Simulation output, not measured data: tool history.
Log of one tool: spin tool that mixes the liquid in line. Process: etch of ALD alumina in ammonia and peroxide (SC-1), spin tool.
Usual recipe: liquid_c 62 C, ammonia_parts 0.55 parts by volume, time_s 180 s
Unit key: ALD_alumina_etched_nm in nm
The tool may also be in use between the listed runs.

| run | hour | liquid_c | ammonia_parts | time_s | wafers since the last listed run | hours since the thermometer was replaced | hours since the ammonia flow meter was replaced | hours since the heated supply line was repaired | hours since the drum of ammonia solution was connected | hours since the gauge calibration | read-back film thickness of the ALD alumina reference wafer, read on the same gauge (nm) | ALD_alumina_etched_nm |
|---|---|---|---|---|---|---|---|---|---|---|---|---|
| 1 | 0 | 62 | 0.55 | 180 | 0 | 620.7 | 35.8 | 683 | 401.9 | 1005.4 | 29.96 | 20.25 |
| 2 | 13.1 | 62 | 0.55 | 180 | 65 | 633.8 | 48.9 | 696.1 | 415 | 1018.5 | 29.99 | 20.34 |
|  | 19.7 | gauge calibrated |
| 3 | 26.3 | 62 | 0.55 | 180 | 65 | 647 | 62.1 | 709.3 | 428.2 | 6.6 | 29.98 | 20.32 |
| 4 | 38.4 | 62 | 0.55 | 180 | 60 | 659.1 | 74.2 | 721.4 | 440.3 | 18.7 | 29.98 | 20.33 |
| 5 | 54.6 | 62 | 0.55 | 180 | 80 | 675.3 | 90.4 | 737.6 | 456.5 | 34.9 | 29.97 | 20.28 |
| 6 | 69.3 | 62 | 0.3 | 180 | 73 | 690 | 105.1 | 752.3 | 471.2 | 49.6 | 29.99 | 19.18 |
| 7 | 90.9 | 67.5 | 0.55 | 180 | 107 | 711.6 | 126.7 | 773.9 | 492.8 | 71.2 | 30.01 | 26.91 |
|  | 122.3 | new drum of ammonia solution connected |
| 8 | 161.4 | 65.5 | 0.55 | 215 | 346 | 782.1 | 197.2 | 844.4 | 39.1 | 141.7 | 30.01 | 29.11 |
| 9 | 177 | 62 | 0.35 | 180 | 77 | 797.7 | 212.8 | 860 | 54.7 | 157.3 | 29.96 | 19.52 |
|  | 199.4 | heated supply line repaired |
| 10 | 202.3 | 66.5 | 0.55 | 180 | 121 | 823 | 238.1 | 2.9 | 80 | 182.6 | 30 | 25.38 |
| 11 | 236.5 | 62 | 0.55 | 180 | 170 | 857.2 | 272.3 | 37.1 | 114.2 | 216.8 | 30.03 | 20.3 |
| 12 | 267.8 | 53 | 0.75 | 180 | 156 | 888.5 | 303.6 | 68.4 | 145.5 | 248.1 | 30.01 | 13.14 |
| 13 | 284.1 | 62 | 0.55 | 180 | 81 | 904.8 | 319.9 | 84.7 | 161.8 | 264.4 | 29.99 | 20.46 |
| 14 | 305.6 | 68.5 | 0.55 | 180 | 107 | 926.3 | 341.4 | 106.2 | 183.3 | 285.9 | 29.98 | 28.16 |
|  | 311.1 | thermometer replaced |
| 15 | 322.2 | 67.5 | 0.65 | 130 | 77 | 11.1 | 358 | 122.8 | 199.9 | 302.5 | 30 | 19.17 |
| 16 | 335.6 | 62 | 0.65 | 180 | 66 | 24.5 | 371.4 | 136.2 | 213.3 | 315.9 | 30 | 20.38 |
| 17 | 356.1 | 62 | 0.55 | 180 | 102 | 45 | 391.9 | 156.7 | 233.8 | 336.4 | 30.01 | 19.82 |
| 18 | 369.7 | 62 | 0.55 | 140 | 67 | 58.6 | 405.5 | 170.3 | 247.4 | 350 | 29.98 | 15.64 |
| 19 | 404.3 | 58 | 0.85 | 180 | 172 | 93.2 | 440.1 | 204.9 | 282 | 384.6 | 29.99 | 17.06 |
| 20 | 418.8 | 58.5 | 0.55 | 130 | 72 | 107.7 | 454.6 | 219.4 | 296.5 | 399.1 | 30.01 | 12.12 |
| 21 | 477.3 | 62 | 0.55 | 180 | 291 | 166.2 | 513.1 | 277.9 | 355 | 457.6 | 29.99 | 19.94 |
| 22 | 498.4 | 59 | 0.65 | 180 | 105 | 187.3 | 534.2 | 299 | 376.1 | 478.7 | 30.06 | 17.39 |

Run 23 is up next; what results do you expect?
| 23 | 519.6 | 57 | 0.55 | 240 | 105 | 208.5 | 555.4 | 320.2 | 397.3 | 499.9 | ? | ? |

read-back film thickness of the ALD alumina reference wafer, read on the same gauge (nm): 30
ALD_alumina_etched_nm: 20.61 nm
On a tool with no hidden condition, and with the same random variation, this run would have come out at ALD_alumina_etched_nm 20.33 nm.
